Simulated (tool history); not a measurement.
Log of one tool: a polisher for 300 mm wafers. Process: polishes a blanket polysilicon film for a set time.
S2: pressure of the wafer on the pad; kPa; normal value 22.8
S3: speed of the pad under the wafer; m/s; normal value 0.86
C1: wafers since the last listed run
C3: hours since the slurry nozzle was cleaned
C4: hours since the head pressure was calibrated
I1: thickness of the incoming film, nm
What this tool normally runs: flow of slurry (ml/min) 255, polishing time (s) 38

Run 1, hour 0: usual settings; C1 0; wafers polished on this pad 225; C3 518.2; C4 226.8; I1 1104.1. Result: film removed (Å) 3275.
At hour 24: slurry nozzle cleaned.
Run 2, hour 73.4: usual settings; C1 623; wafers polished on this pad 849; C3 49.4; C4 300.2; I1 1106.8. Result: film removed (Å) 3452.
Run 3, hour 112.9: usual settings; C1 340; wafers polished on this pad 1189; C3 88.9; C4 339.7; I1 1108.4. Result: film removed (Å) 3529.
Run 4, hour 160.8: usual settings; C1 412; wafers polished on this pad 1602; C3 136.8; C4 387.6; I1 1106.3. Result: film removed (Å) 3506.
At hour 185.7: worn pad replaced by a new one.
Run 5, hour 210.1: usual settings; C1 390; wafers polished on this pad 210; C3 186.1; C4 436.9; I1 1091.3. Result: film removed (Å) 3498.
Run 6, hour 288.1: usual settings; C1 671; wafers polished on this pad 882; C3 264.1; C4 514.9; I1 1098.4. Result: film removed (Å) 3441.
Run 7, hour 367.8: usual settings; C1 686; wafers polished on this pad 1568; C3 343.8; C4 594.6; I1 1085.7. Result: film removed (Å) 3455.
At hour 387.3: worn pad replaced by a new one.
Run 8, hour 450.6: usual settings; C1 678; wafers polished on this pad 545; C3 426.6; C4 677.4; I1 1095.2. Result: film removed (Å) 3386.
Run 9, hour 521.2: usual settings; C1 608; wafers polished on this pad 1153; C3 497.2; C4 748; I1 1089.2. Result: film removed (Å) 3342.
At hour 587.7: head pressure recalibrated.
Run 10, hour 595.7: usual settings but flow of slurry (ml/min) 325; C1 624; wafers polished on this pad 1778; C3 571.7; C4 8; I1 1090.4. Result: film removed (Å) 3391.
At hour 602.4: worn pad replaced by a new one.
Run 11, hour 643.8: usual settings but S2 19.3 kPa, polishing time (s) 41; C1 379; wafers polished on this pad 356; C3 619.8; C4 56.1; I1 1107.7. Result: film removed (Å) 3006.
At hour 648.3: slurry nozzle cleaned.
Run 12, hour 734.7: usual settings; C1 774; wafers polished on this pad 1130; C3 86.4; C4 147; I1 1098.4. Result: film removed (Å) 3537.
At hour 788.5: worn pad replaced by a new one.
Run 13, hour 842.6: usual settings; C1 895; wafers polished on this pad 466; C3 194.3; C4 254.9; I1 1088.1. Result: film removed (Å) 3474.
Run 14, hour 928.5: usual settings but S3 0.98 m/s; C1 740; wafers polished on this pad 1206; C3 280.2; C4 340.8; I1 1098.4. Result: film removed (Å) 3872.
At hour 978.4: worn pad replaced by a new one.
Run 15, hour 990.6: usual settings but flow of slurry (ml/min) 180, S2 19.3 kPa; C1 500; wafers polished on this pad 104; C3 342.3; C4 402.9; I1 1099.8. Result: film removed (Å) 2662.
Run 16, hour 1073.4: usual settings but flow of slurry (ml/min) 310; C1 713; wafers polished on this pad 818; C3 425.1; C4 485.7; I1 1104.2. Result: film removed (Å) 3440.

Predict each of these 5 candidate next runs independently; none follows another, all start after run 16:
Run A, hour 1073.8: usual settings but flow of slurry (ml/min) 315; C1 3; wafers polished on this pad 821; C3 425.5; C4 486.1; I1 1106.8. Result: film removed (Å) ?.
Run B, hour 1073.8: usual settings but flow of slurry (ml/min) 345, S2 24.8 kPa, S3 0.98 m/s, polishing time (s) 29; C1 3; wafers polished on this pad 821; C3 425.5; C4 486.1; I1 1106.8. Result: film removed (Å) ?.
Run C, hour 1073.8: usual settings but flow of slurry (ml/min) 340, S2 28.3 kPa; C1 3; wafers polished on this pad 821; C3 425.5; C4 486.1; I1 1106.8. Result: film removed (Å) ?.
Run D, hour 1073.8: usual settings but flow of slurry (ml/min) 170, S3 0.98 m/s, polishing time (s) 31; C1 3; wafers polished on this pad 821; C3 425.5; C4 486.1; I1 1106.8. Result: film removed (Å) ?.
Run E, hour 1073.8: usual settings but flow of slurry (ml/min) 280, S2 15.9 kPa, S3 0.7 m/s, polishing time (s) 50; C1 3; wafers polished on this pad 821; C3 425.5; C4 486.1; I1 1106.8. Result: film removed (Å) ?.

run  film removed (Å)
  A              3448
  B              3310
  C              4327
  D              2837
  E              2530
Without the tool's hidden state the same runs would have given:
run  film removed (Å)
  A              3609
  B              3451
  C              4514
  D              3094
  E              2664
